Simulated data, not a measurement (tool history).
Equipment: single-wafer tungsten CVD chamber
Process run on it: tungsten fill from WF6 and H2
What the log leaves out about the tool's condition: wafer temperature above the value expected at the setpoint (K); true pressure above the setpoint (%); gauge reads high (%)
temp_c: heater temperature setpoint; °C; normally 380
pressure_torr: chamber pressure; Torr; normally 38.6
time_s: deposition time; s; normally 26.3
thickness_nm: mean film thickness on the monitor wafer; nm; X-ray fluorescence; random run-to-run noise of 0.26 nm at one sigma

run    hour  temp_c  pressure_torr  time_s  wafers since the last listed run  hours since the last thermocouple change  hours since the last manometer calibration  hours since the showerhead was replaced  hours since the gauge calibration  read-back reference wafer on the same gauge, thickness_nm  thickness_nm
  1       0     385           35.9    26.3                                 0                                    1950.1                                      1673.5                                     2134                              734.7                                                     51.228        64.083
  2    94.4     385           35.9    26.3                              1911                                    2044.5                                      1767.9                                   2228.4                              829.1                                                     51.279         63.81
  3   192.4     380           33.6    26.3                              1983                                    2142.5                                      1865.9                                   2326.4                              927.1                                                     51.279        54.586
  4   297.2     380           33.6    26.3                              2121                                    2247.3                                      1970.7                                   2431.2                             1031.9                                                     51.216        55.102
  5   377.3     380           38.6    26.3                              1621                                    2327.4                                      2050.8                                   2511.3                               1112                                                      51.23        57.335
  6   483.9     380           38.6    26.3                              2158                                      2434                                      2157.4                                   2617.9                             1218.6                                                      51.26         57.09
  7   562.3     380           38.6    26.3                              1587                                    2512.4                                      2235.8                                   2696.3                               1297                                                     51.368        56.767
      583.2  -- gauge calibrated
  8   615.7     380           38.6    26.3                              1081                                    2565.8                                      2289.2                                   2749.7                               32.5                                                     51.301        56.353
      657.2  -- capacitance manometer re-zeroed and calibrated
  9     662     376           38.6    26.3                               775                                    2612.1                                         4.8                                     2796                               78.8                                                     51.328        51.021
      677.3  -- showerhead replaced
      726.5  -- thermocouple changed; heater temperature recalibrated
 10   735.5     394           31.7    26.3                              1164                                         9                                        78.3                                     58.2                              152.3                                                     51.324        76.517
 11   783.3     385           35.9    26.3                               967                                      56.8                                       126.1                                      106                              200.1                                                      51.35        66.197
 12   860.5     372           46.9    26.3                              1562                                       134                                       203.3                                    183.2                              277.3                                                     51.242        53.689
 13   899.4     380           38.6    26.3                               787                                     172.9                                       242.2                                    222.1                              316.2                                                     51.327        60.216
 14   986.8     380           46.5    24.3                              1769                                     260.3                                       329.6                                    309.5                              403.6                                                     51.333        58.744
 15  1075.5     388           38.6    29.6                              1795                                       349                                       418.3                                    398.2                              492.3                                                     51.311        80.551
 16  1113.2     380           38.6    24.9                               763                                     386.7                                         456                                    435.9                                530                                                     51.307        56.638
 17  1209.2     380           32.9    26.3                              1943                                     482.7                                         552                                    531.9                                626                                                     51.346        57.052
 18  1316.4     387           45.7    26.3                              2170                                     589.9                                       659.2                                    639.1                              733.2                                                     51.308        74.007

Take each entry between the runs: how does the hidden state at the last listed run before it differ from the hidden state at the first listed run after it?
In the gap between runs 7 and 8: gauge calibrated (hour 583.2)
  wafer temperature above the value expected at the setpoint (K): -2.44 -> -2.55
  measured result minus the result with no hidden state, thickness_nm: -3.326 -> -3.458 nm
In the gap between runs 8 and 9: capacitance manometer re-zeroed and calibrated (hour 657.2)
  wafer temperature above the value expected at the setpoint (K): -2.55 -> -2.65
  measured result minus the result with no hidden state, thickness_nm: -3.458 -> -3.304 nm
In the gap between runs 9 and 10: showerhead replaced (hour 677.3); thermocouple changed; heater temperature recalibrated (hour 726.5)
  wafer temperature above the value expected at the setpoint (K): -2.65 -> 0.0308
  measured result minus the result with no hidden state, thickness_nm: -3.304 -> +0.05 nm

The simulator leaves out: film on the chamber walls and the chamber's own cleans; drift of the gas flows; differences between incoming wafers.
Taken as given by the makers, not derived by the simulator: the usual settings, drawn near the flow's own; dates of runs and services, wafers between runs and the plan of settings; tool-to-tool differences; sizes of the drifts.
